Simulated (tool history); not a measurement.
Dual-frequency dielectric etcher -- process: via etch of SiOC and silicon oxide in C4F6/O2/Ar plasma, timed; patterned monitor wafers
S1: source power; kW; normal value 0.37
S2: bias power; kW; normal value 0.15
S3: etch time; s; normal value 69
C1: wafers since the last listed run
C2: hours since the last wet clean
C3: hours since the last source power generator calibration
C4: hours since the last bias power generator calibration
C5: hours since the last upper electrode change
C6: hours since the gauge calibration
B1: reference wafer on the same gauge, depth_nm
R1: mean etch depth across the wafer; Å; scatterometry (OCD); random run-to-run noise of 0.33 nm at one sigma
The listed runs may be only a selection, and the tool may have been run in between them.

| run | day | S1 | S2 | S3 | C1 | C2 | C3 | C4 | C5 | C6 | B1 | R1 |
|---|---|---|---|---|---|---|---|---|---|---|---|---|
| 1 | 0 | 0.37 | 0.15 | 69 | 0 | 426.4 | 461.9 | 3271.4 | 1856.5 | 556.4 | 65.3 | 703 |
|  | 0.717 | wet clean of the chamber |
| 2 | 2.712 | 0.37 | 0.15 | 54 | 708 | 47.9 | 527 | 3336.5 | 1921.6 | 621.5 | 65.4 | 551 |
| 3 | 4.804 | 0.33 | 0.15 | 69 | 743 | 98.1 | 577.2 | 3386.7 | 1971.8 | 671.7 | 65.4 | 674 |
| 4 | 7.846 | 0.33 | 0.15 | 69 | 1080 | 171.1 | 650.2 | 3459.7 | 2044.8 | 744.7 | 65.3 | 676 |
| 5 | 11.908 | 0.33 | 0.15 | 69 | 1443 | 268.6 | 747.7 | 3557.2 | 2142.3 | 842.2 | 65.4 | 669 |
| 6 | 15.575 | 0.37 | 0.15 | 69 | 1303 | 356.6 | 835.7 | 3645.2 | 2230.3 | 930.2 | 65.5 | 707 |
|  | 18.012 | wet clean of the chamber |
| 7 | 18.921 | 0.37 | 0.15 | 69 | 833 | 21.8 | 916 | 3725.5 | 2310.6 | 1010.5 | 65.4 | 704 |
| 8 | 21.921 | 0.37 | 0.15 | 69 | 1066 | 93.8 | 988 | 3797.5 | 2382.6 | 1082.5 | 65.4 | 698 |
| 9 | 25.996 | 0.37 | 0.15 | 69 | 1448 | 191.6 | 1085.8 | 3895.3 | 2480.4 | 1180.3 | 65.4 | 708 |
| 10 | 30.267 | 0.39 | 0.133 | 69 | 1517 | 294.1 | 1188.3 | 3997.8 | 2582.9 | 1282.8 | 65.4 | 678 |
|  | 31.275 | gauge calibrated |
|  | 32.033 | upper electrode replaced |
| 11 | 33.683 | 0.39 | 0.133 | 69 | 858 | 376.1 | 1270.3 | 4079.8 | 39.6 | 57.8 | 65.3 | 679 |
|  | 35.792 | wet clean of the chamber |
| 12 | 37.421 | 0.39 | 0.133 | 69 | 972 | 39.1 | 1360 | 4169.5 | 129.3 | 147.5 | 65.5 | 677 |
| 13 | 40.396 | 0.41 | 0.127 | 78 | 1057 | 110.5 | 1431.4 | 4240.9 | 200.7 | 218.9 | 65.5 | 776 |
| 14 | 44.833 | 0.3 | 0.182 | 69 | 1576 | 217 | 1537.9 | 4347.4 | 307.2 | 325.4 | 65.4 | 712 |
| 15 | 48.954 | 0.37 | 0.15 | 69 | 1464 | 315.9 | 1636.8 | 4446.3 | 406.1 | 424.3 | 65.4 | 707 |
|  | 50.854 | source power generator calibrated |
|  | 50.971 | wet clean of the chamber |
| 16 | 53.362 | 0.39 | 0.133 | 69 | 1465 | 57.4 | 60.2 | 4552.1 | 511.9 | 530.1 | 65.4 | 677 |
|  | 53.812 | bias power generator calibrated |
| 17 | 56.6 | 0.31 | 0.174 | 69 | 1091 | 135.1 | 137.9 | 66.9 | 589.6 | 607.8 | 65.5 | 710 |
| 18 | 58.396 | 0.42 | 0.174 | 69 | 638 | 178.2 | 181 | 110 | 632.7 | 650.9 | 65.3 | 777 |
| 19 | 62.288 | 0.37 | 0.166 | 87.5 | 1383 | 271.6 | 274.4 | 203.4 | 726.1 | 744.3 | 65.5 | 925 |
| 20 | 65.467 | 0.37 | 0.15 | 69 | 1129 | 347.9 | 350.7 | 279.7 | 802.4 | 820.6 | 65.4 | 705 |
|  | 68.488 | wet clean of the chamber |
| 21 | 68.508 | 0.42 | 0.15 | 69 | 725 | 0.5 | 423.7 | 352.7 | 875.4 | 893.6 | 65.4 | 727 |
| 22 | 70.038 | 0.37 | 0.15 | 69 | 543 | 37.2 | 460.4 | 389.4 | 912.1 | 930.3 | 65.5 | 705 |
| 23 | 74.371 | 0.33 | 0.128 | 59.5 | 1539 | 141.2 | 564.4 | 493.4 | 1016.1 | 1034.3 | 65.4 | 545 |
| 24 | 77.029 | 0.42 | 0.116 | 77 | 944 | 205 | 628.2 | 557.2 | 1079.9 | 1098.1 | 65.4 | 735 |

For each run, what was the tool's unlogged condition?
etch rate over this chamber's usual, %: 0 at every run
source power that arrives over what is set, %: 0 at every run
bias power that arrives over what is set, %: 0 at every run
gauge reads high (%): 0 at every run

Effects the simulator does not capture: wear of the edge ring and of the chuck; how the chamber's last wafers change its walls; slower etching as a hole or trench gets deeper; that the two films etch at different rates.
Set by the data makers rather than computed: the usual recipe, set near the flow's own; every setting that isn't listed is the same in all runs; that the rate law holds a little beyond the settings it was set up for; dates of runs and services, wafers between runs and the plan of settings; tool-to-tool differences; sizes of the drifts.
